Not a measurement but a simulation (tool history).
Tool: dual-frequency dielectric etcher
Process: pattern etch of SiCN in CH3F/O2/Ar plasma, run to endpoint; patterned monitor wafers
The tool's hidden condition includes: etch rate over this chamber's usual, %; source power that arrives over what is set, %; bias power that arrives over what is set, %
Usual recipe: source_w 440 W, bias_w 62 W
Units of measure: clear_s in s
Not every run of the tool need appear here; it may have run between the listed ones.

run   hour  source_w  bias_w  wafers since the last listed run  hours since the last wet clean  hours since the last source power generator calibration  hours since the last bias power generator calibration  hours since the last upper electrode change  incoming incoming film thickness, nm  clear_s
  1      0       440      62                                 0                            38.9                                                   1968.9                                                 4410.5                                       2770.6                                 11.69     32.7
  2   34.2       440      62                               686                            73.1                                                   2003.1                                                 4444.7                                       2804.8                                 11.63     32.9
  3   63.9       440      62                               595                           102.8                                                   2032.8                                                 4474.4                                       2834.5                                 11.57     32.6
  4   87.5       440      62                               473                           126.4                                                   2056.4                                                   4498                                       2858.1                                 11.63     32.8
  5  122.6       440      62                               704                           161.5                                                   2091.5                                                 4533.1                                       2893.2                                 11.57       33
  6  146.6       440      62                               481                           185.5                                                   2115.5                                                 4557.1                                       2917.2                                 11.47     32.6
  7  177.7       440      62                               624                           216.6                                                   2146.6                                                 4588.2                                       2948.3                                 11.69     33.4
  8  201.1       440      62                               469                             240                                                     2170                                                 4611.6                                       2971.7                                 11.65     33.4
  9    220       440      62                               379                           258.9                                                   2188.9                                                 4630.5                                       2990.6                                 11.56     33.1
 10  235.7       440      62                               315                           274.6                                                   2204.6                                                 4646.2                                       3006.3                                 11.49     32.9
 11  254.9       370      62                               385                           293.8                                                   2223.8                                                 4665.4                                       3025.5                                 11.56     35.6
     276.7  -- bias power generator calibrated
 12  339.9       410      62                              1625                           378.8                                                   2308.8                                                   63.2                                       3110.5                                 11.65     34.7

Run 13 is up next; what results do you expect?
     387.2  -- upper electrode replaced
 13  387.7       440      49                               477                           426.6                                                   2356.6                                                    111                                          0.5                                 11.77        ?

clear_s: 37.2 s
If the tool had no hidden condition, the same run with the same run-to-run variation would have returned clear_s 35.7 s.

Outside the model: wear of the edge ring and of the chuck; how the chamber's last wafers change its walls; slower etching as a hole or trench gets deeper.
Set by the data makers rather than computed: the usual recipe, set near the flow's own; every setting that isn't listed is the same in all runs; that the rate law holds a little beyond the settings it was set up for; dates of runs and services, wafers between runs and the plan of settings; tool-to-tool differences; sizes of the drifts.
